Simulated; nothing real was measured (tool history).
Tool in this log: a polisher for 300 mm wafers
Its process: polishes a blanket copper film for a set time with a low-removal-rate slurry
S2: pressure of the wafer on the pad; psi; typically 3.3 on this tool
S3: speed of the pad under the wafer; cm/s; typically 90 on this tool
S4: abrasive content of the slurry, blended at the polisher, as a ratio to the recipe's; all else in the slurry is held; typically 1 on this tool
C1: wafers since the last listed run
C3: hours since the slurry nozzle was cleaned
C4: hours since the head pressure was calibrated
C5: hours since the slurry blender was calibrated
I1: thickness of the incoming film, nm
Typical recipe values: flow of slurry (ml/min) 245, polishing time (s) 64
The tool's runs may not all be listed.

run 1 hour=0 | flow_of_slurry_(ml/min)=245 S2=3.3 S3=90 S4=1 polishing_time_(s)=64 | C1=0 wafers_polished_on_this_pad=850 C3=118.2 C4=89.8 C5=65.6 | I1=741.2 | film_removed_(Å)=2275
run 2 hour=39.2 | flow_of_slurry_(ml/min)=245 S2=3.3 S3=90 S4=1 polishing_time_(s)=64 | C1=288 wafers_polished_on_this_pad=1139 C3=157.4 C4=129 C5=104.8 | I1=715.6 | film_removed_(Å)=2283
run 3 hour=77.2 | flow_of_slurry_(ml/min)=245 S2=3.3 S3=90 S4=1 polishing_time_(s)=64 | C1=279 wafers_polished_on_this_pad=1418 C3=195.4 C4=167 C5=142.8 | I1=732.8 | film_removed_(Å)=2274
run 4 hour=108.2 | flow_of_slurry_(ml/min)=245 S2=3.3 S3=90 S4=1 polishing_time_(s)=64 | C1=227 wafers_polished_on_this_pad=1646 C3=226.4 C4=198 C5=173.8 | I1=722 | film_removed_(Å)=2228
run 5 hour=171 | flow_of_slurry_(ml/min)=245 S2=3.3 S3=90 S4=1 polishing_time_(s)=64 | C1=461 wafers_polished_on_this_pad=2107 C3=289.2 C4=260.8 C5=236.6 | I1=735.1 | film_removed_(Å)=2188
run 6 hour=226.4 | flow_of_slurry_(ml/min)=245 S2=3.3 S3=90 S4=1 polishing_time_(s)=64 | C1=407 wafers_polished_on_this_pad=2514 C3=344.6 C4=316.2 C5=292 | I1=722.6 | film_removed_(Å)=2156
-- hour=229.8 head pressure recalibrated
-- hour=248 slurry nozzle cleaned
-- hour=252.9 worn pad replaced by a new one
run 7 hour=281 | flow_of_slurry_(ml/min)=195 S2=3.3 S3=90 S4=1 polishing_time_(s)=64 | C1=349 wafers_polished_on_this_pad=206 C3=33 C4=51.2 C5=346.6 | I1=740.8 | film_removed_(Å)=2211
-- hour=303.1 slurry blender recalibrated
run 8 hour=347 | flow_of_slurry_(ml/min)=305 S2=2.6 S3=90 S4=1 polishing_time_(s)=64 | C1=470 wafers_polished_on_this_pad=676 C3=99 C4=117.2 C5=43.9 | I1=735.7 | film_removed_(Å)=1796
run 9 hour=371.1 | flow_of_slurry_(ml/min)=245 S2=3.3 S3=90 S4=1 polishing_time_(s)=64 | C1=177 wafers_polished_on_this_pad=853 C3=123.1 C4=141.3 C5=68 | I1=736.4 | film_removed_(Å)=2269
run 10 hour=424.5 | flow_of_slurry_(ml/min)=265 S2=3.3 S3=112 S4=1 polishing_time_(s)=64 | C1=392 wafers_polished_on_this_pad=1246 C3=176.5 C4=194.7 C5=121.4 | I1=734.5 | film_removed_(Å)=2773
-- hour=610.4 slurry blender recalibrated
-- hour=611.2 head pressure recalibrated
run 11 hour=612.3 | flow_of_slurry_(ml/min)=265 S2=3.3 S3=112 S4=1 polishing_time_(s)=64 | C1=1359 wafers_polished_on_this_pad=2605 C3=364.3 C4=1.1 C5=1.9 | I1=724 | film_removed_(Å)=2940
-- hour=638.6 worn pad replaced by a new one
-- hour=643.2 slurry nozzle cleaned
run 12 hour=673.1 | flow_of_slurry_(ml/min)=265 S2=3.3 S3=112 S4=1 polishing_time_(s)=64 | C1=410 wafers_polished_on_this_pad=246 C3=29.9 C4=61.9 C5=62.7 | I1=732.8 | film_removed_(Å)=2820
run 13 hour=731.1 | flow_of_slurry_(ml/min)=245 S2=3.3 S3=90 S4=1 polishing_time_(s)=64 | C1=426 wafers_polished_on_this_pad=672 C3=87.9 C4=119.9 C5=120.7 | I1=731.3 | film_removed_(Å)=2289
run 14 hour=795.9 | flow_of_slurry_(ml/min)=245 S2=3.3 S3=90 S4=1 polishing_time_(s)=64 | C1=476 wafers_polished_on_this_pad=1148 C3=152.7 C4=184.7 C5=185.5 | I1=728.1 | film_removed_(Å)=2254
run 15 hour=833.3 | flow_of_slurry_(ml/min)=245 S2=3.3 S3=90 S4=1.15 polishing_time_(s)=64 | C1=274 wafers_polished_on_this_pad=1423 C3=190.1 C4=222.1 C5=222.9 | I1=740.5 | film_removed_(Å)=2284
run 16 hour=884 | flow_of_slurry_(ml/min)=245 S2=3.3 S3=100 S4=1.25 polishing_time_(s)=64 | C1=372 wafers_polished_on_this_pad=1796 C3=240.8 C4=272.8 C5=273.6 | I1=719 | film_removed_(Å)=2602
run 17 hour=909.6 | flow_of_slurry_(ml/min)=160 S2=3.3 S3=74 S4=0.85 polishing_time_(s)=64 | C1=188 wafers_polished_on_this_pad=1984 C3=266.4 C4=298.4 C5=299.2 | I1=721 | film_removed_(Å)=1715
-- hour=959.5 slurry blender recalibrated
-- hour=964.9 head pressure recalibrated
run 18 hour=972.2 | flow_of_slurry_(ml/min)=245 S2=3.3 S3=90 S4=1 polishing_time_(s)=64 | C1=430 wafers_polished_on_this_pad=2415 C3=329 C4=7.3 C5=12.7 | I1=727 | film_removed_(Å)=2269
-- hour=989.8 slurry nozzle cleaned
-- hour=1024 worn pad replaced by a new one
run 19 hour=1024.5 | flow_of_slurry_(ml/min)=315 S2=3.3 S3=90 S4=1 polishing_time_(s)=47 | C1=347 wafers_polished_on_this_pad=3 C3=34.7 C4=59.6 C5=65 | I1=732.9 | film_removed_(Å)=1694
run 20 hour=1072.7 | flow_of_slurry_(ml/min)=245 S2=3.3 S3=90 S4=1 polishing_time_(s)=64 | C1=354 wafers_polished_on_this_pad=357 C3=82.9 C4=107.8 C5=113.2 | I1=720 | film_removed_(Å)=2261
run 21 hour=1125.6 | flow_of_slurry_(ml/min)=180 S2=3.3 S3=90 S4=1 polishing_time_(s)=47 | C1=388 wafers_polished_on_this_pad=746 C3=135.8 C4=160.7 C5=166.1 | I1=722.2 | film_removed_(Å)=1593
run 22 hour=1173.9 | flow_of_slurry_(ml/min)=245 S2=3.3 S3=90 S4=1 polishing_time_(s)=64 | C1=354 wafers_polished_on_this_pad=1101 C3=184.1 C4=209 C5=214.4 | I1=718.9 | film_removed_(Å)=2240
run 23 hour=1230 | flow_of_slurry_(ml/min)=245 S2=3.3 S3=110 S4=0.8 polishing_time_(s)=48 | C1=412 wafers_polished_on_this_pad=1513 C3=240.2 C4=265.1 C5=270.5 | I1=737.3 | film_removed_(Å)=1922
-- hour=1262.5 slurry blender recalibrated
-- hour=1284.5 head pressure recalibrated
run 24 hour=1285 | flow_of_slurry_(ml/min)=245 S2=3.3 S3=90 S4=1 polishing_time_(s)=64 | C1=374 wafers_polished_on_this_pad=1888 C3=295.2 C4=0.5 C5=22.5 | I1=738.2 | film_removed_(Å)=2261
run 25 hour=1343.8 | flow_of_slurry_(ml/min)=305 S2=2.6 S3=90 S4=1 polishing_time_(s)=64 | C1=432 wafers_polished_on_this_pad=2320 C3=354 C4=59.3 C5=81.3 | I1=731.2 | film_removed_(Å)=1783
-- hour=1383.7 slurry nozzle cleaned
run 26 hour=1415.2 | flow_of_slurry_(ml/min)=245 S2=2.3 S3=64 S4=0.85 polishing_time_(s)=64 | C1=517 wafers_polished_on_this_pad=2838 C3=31.5 C4=130.7 C5=152.7 | I1=730.6 | film_removed_(Å)=1073
-- hour=1420.3 worn pad replaced by a new one
run 27 hour=1447.8 | flow_of_slurry_(ml/min)=245 S2=3.3 S3=90 S4=1 polishing_time_(s)=75 | C1=210 wafers_polished_on_this_pad=201 C3=64.1 C4=163.3 C5=185.3 | I1=720.1 | film_removed_(Å)=2610
run 28 hour=1496.5 | flow_of_slurry_(ml/min)=245 S2=4.3 S3=90 S4=1.15 polishing_time_(s)=82 | C1=357 wafers_polished_on_this_pad=559 C3=112.8 C4=212 C5=234 | I1=719.5 | film_removed_(Å)=3744
run 29 hour=1547.2 | flow_of_slurry_(ml/min)=245 S2=3.7 S3=90 S4=1.3 polishing_time_(s)=64 | C1=372 wafers_polished_on_this_pad=932 C3=163.5 C4=262.7 C5=284.7 | I1=732 | film_removed_(Å)=2550
run 30 hour=1611.3 | flow_of_slurry_(ml/min)=215 S2=3.7 S3=78 S4=1 polishing_time_(s)=55 | C1=471 wafers_polished_on_this_pad=1403 C3=227.6 C4=326.8 C5=348.8 | I1=737.8 | film_removed_(Å)=1786
-- hour=1619.8 slurry blender recalibrated
-- hour=1636.8 head pressure recalibrated
run 31 hour=1659.1 | flow_of_slurry_(ml/min)=245 S2=3.3 S3=90 S4=1 polishing_time_(s)=64 | C1=321 wafers_polished_on_this_pad=1725 C3=275.4 C4=22.3 C5=39.3 | I1=728.3 | film_removed_(Å)=2305

State the hidden condition of the tool at each of the runs:
removal rate lost through wear of the pad, %: 0, the same for each run
slurry flow missing at the pad, %: 0, the same for each run
abrasive missing from the slurry, %: 0, the same for each run
H1: deviation of the head's pressure from its setpoint, %
run=1 H1=-0.981
run=2 H1=-1.69
run=3 H1=-2.38
run=4 H1=-2.94
run=5 H1=-4.07
run=6 H1=-5.08
run=7 H1=-1.07
run=8 H1=-2.27
run=9 H1=-2.7
run=10 H1=-3.67
run=11 H1=0.423
run=12 H1=-0.676
run=13 H1=-1.73
run=14 H1=-2.9
run=15 H1=-3.57
run=16 H1=-4.49
run=17 H1=-4.96
run=18 H1=0.254
run=19 H1=-0.692
run=20 H1=-1.56
run=21 H1=-2.52
run=22 H1=-3.39
run=23 H1=-4.41
run=24 H1=-0.196
run=25 H1=-1.26
run=26 H1=-2.55
run=27 H1=-3.14
run=28 H1=-4.02
run=29 H1=-4.94
run=30 H1=-6.1
run=31 H1=0.577
